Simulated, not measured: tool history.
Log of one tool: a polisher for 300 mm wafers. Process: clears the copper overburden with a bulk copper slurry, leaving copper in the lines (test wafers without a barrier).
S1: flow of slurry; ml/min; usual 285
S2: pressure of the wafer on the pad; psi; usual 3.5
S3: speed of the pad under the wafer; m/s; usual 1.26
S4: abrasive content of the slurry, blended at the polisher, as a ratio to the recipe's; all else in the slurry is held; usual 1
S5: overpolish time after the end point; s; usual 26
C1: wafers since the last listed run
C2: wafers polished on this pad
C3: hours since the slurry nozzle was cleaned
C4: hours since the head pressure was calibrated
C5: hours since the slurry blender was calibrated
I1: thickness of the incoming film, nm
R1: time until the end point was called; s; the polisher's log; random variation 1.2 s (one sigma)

Run 1, hour 0: usual settings but S1 330 ml/min; C1 0; C2 53; C3 475; C4 195.8; C5 108; I1 1029.8. Result: R1 88.9 s.
Run 2, hour 8.2: usual settings but S1 330 ml/min; C1 54; C2 107; C3 483.2; C4 204; C5 116.2; I1 1011.9. Result: R1 87.4 s.
Run 3, hour 20.7: usual settings but S1 330 ml/min; C1 82; C2 190; C3 495.7; C4 216.5; C5 128.7; I1 1010.4. Result: R1 89.2 s.
Run 4, hour 31.9: usual settings but S2 4.2 psi; C1 74; C2 264; C3 506.9; C4 227.7; C5 139.9; I1 1001.1. Result: R1 76.8 s.
At hour 44.5: slurry blender recalibrated.
Run 5, hour 46.8: usual settings but S2 4.2 psi; C1 85; C2 349; C3 521.8; C4 242.6; C5 2.3; I1 999.5. Result: R1 79 s.
Run 6, hour 56.5: usual settings but S1 335 ml/min, S4 0.85; C1 64; C2 414; C3 531.5; C4 252.3; C5 12; I1 1009.6. Result: R1 92.8 s.
Run 7, hour 64.7: usual settings but S1 335 ml/min, S4 0.85; C1 54; C2 468; C3 539.7; C4 260.5; C5 20.2; I1 1011.6. Result: R1 93.6 s.
Run 8, hour 115.3: usual settings; C1 335; C2 803; C3 590.3; C4 311.1; C5 70.8; I1 1005.5. Result: R1 89.3 s.
At hour 119.3: slurry nozzle cleaned.
At hour 126: head pressure recalibrated.
Run 9, hour 127.6: usual settings; C1 61; C2 864; C3 8.3; C4 1.6; C5 83.1; I1 993.2. Result: R1 89.1 s.
Run 10, hour 143.9: usual settings; C1 107; C2 972; C3 24.6; C4 17.9; C5 99.4; I1 1020. Result: R1 89.4 s.
Run 11, hour 160.4: usual settings but S3 1.6 m/s, S4 1.1; C1 109; C2 1082; C3 41.1; C4 34.4; C5 115.9; I1 994.7. Result: R1 66 s.
At hour 168.2: worn pad replaced by a new one.
Run 12, hour 172.3: usual settings but S3 1.42 m/s, S5 17 s; C1 52; C2 27; C3 53; C4 46.3; C5 127.8; I1 1017.5. Result: R1 78.7 s.
At hour 187: slurry blender recalibrated.
Run 13, hour 221.1: usual settings; C1 309; C2 337; C3 101.8; C4 95.1; C5 34.1; I1 1017.1. Result: R1 88.6 s.
Run 14, hour 232.7: usual settings but S4 1.3, S5 33 s; C1 76; C2 414; C3 113.4; C4 106.7; C5 45.7; I1 994.1. Result: R1 80.9 s.
Run 15, hour 239.6: usual settings but S4 0.9, S5 36 s; C1 45; C2 459; C3 120.3; C4 113.6; C5 52.6; I1 1021. Result: R1 92.9 s.
Run 16, hour 248.3: usual settings but S4 1.2, S5 20 s; C1 57; C2 517; C3 129; C4 122.3; C5 61.3; I1 1019.7. Result: R1 83.7 s.
Run 17, hour 265.6: usual settings but S1 335 ml/min, S4 0.85; C1 114; C2 631; C3 146.3; C4 139.6; C5 78.6; I1 1004.1. Result: R1 92 s.
Run 18, hour 276.7: usual settings but S1 375 ml/min, S2 2.4 psi, S4 0.85, S5 40 s; C1 73; C2 705; C3 157.4; C4 150.7; C5 89.7; I1 995.7. Result: R1 111.2 s.

4 ways to go on from here, each from the tool as it stands after run 18. What would each give?
Run A, hour 277.2: usual settings but S1 320 ml/min; C1 3; C2 708; C3 157.9; C4 151.2; C5 90.2; I1 991.2. Result: R1 ?.
Run B, hour 277.2: usual settings but S2 2.4 psi, S3 0.98 m/s; C1 3; C2 708; C3 157.9; C4 151.2; C5 90.2; I1 991.2. Result: R1 ?.
Run C, hour 277.2: usual settings but S1 330 ml/min, S3 0.86 m/s; C1 3; C2 708; C3 157.9; C4 151.2; C5 90.2; I1 991.2. Result: R1 ?.
Run D, hour 277.2: usual settings but S4 0.85, S5 14 s; C1 3; C2 708; C3 157.9; C4 151.2; C5 90.2; I1 991.2. Result: R1 ?.

run     R1
  A   85.2
  B  136.4
  C  124.6
  D   90.9
Without the tool's hidden state the same runs would have given:
run     R1
  A   85.2
  B  136.4
  C  124.6
  D   90.9
